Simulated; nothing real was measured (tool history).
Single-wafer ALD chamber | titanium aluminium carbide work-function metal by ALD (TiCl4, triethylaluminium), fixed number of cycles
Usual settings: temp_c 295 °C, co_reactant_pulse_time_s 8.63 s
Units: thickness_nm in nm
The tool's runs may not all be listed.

run   hour  temp_c  co_reactant_pulse_time_s  read-back reference wafer on the same gauge, thickness_nm  thickness_nm
  1      0     295                      8.63                                                      2.039         1.727
  2    9.5     295                      8.63                                                       2.04         1.715
  3   22.9     290                      7.18                                                      2.039           1.6
  4   29.4     295                      7.62                                                       2.04         1.652
  5   43.8     302                      8.63                                                       2.04         1.734
  6   60.6     295                      8.63                                                      2.038         1.685
      69.5  -- triethylaluminium bottle replaced
  7   70.3     295                      8.63                                                       2.04         1.837
      88.2  -- thermocouple changed; heater temperature recalibrated
  8   88.7     285                      9.59                                                      2.038         1.791
  9     93     295                      8.63                                                      2.039         1.841
 10  101.6     295                      8.63                                                      2.042         1.838
 11  108.5     310                     11.45                                                       2.04         2.008
     109.7  -- gauge calibrated
 12  125.2     309                     11.81                                                       2.04         2.003
     136.7  -- showerhead replaced
 13  142.9     290                      9.58                                                       2.04         1.828
 14  154.9     309                      6.74                                                      2.041         1.859
 15  172.2     308                      6.89                                                      2.041         1.852

3 ways to go on from here, each from the tool as it stands after run 15. What would each give?
  A  172.6     295                      11.5                                                          ?             ?
  B  172.6     281                      8.63                                                          ?             ?
  C  172.6     281                     11.64                                                          ?             ?

run  read-back reference wafer on the same gauge, thickness_nm  thickness_nm
  A                                                      2.039         1.903
  B                                                      2.039         1.744
  C                                                      2.039         1.802
Without the tool's hidden state the same runs would have given:
run  thickness_nm
  A          1.91
  B         1.754
  C         1.808

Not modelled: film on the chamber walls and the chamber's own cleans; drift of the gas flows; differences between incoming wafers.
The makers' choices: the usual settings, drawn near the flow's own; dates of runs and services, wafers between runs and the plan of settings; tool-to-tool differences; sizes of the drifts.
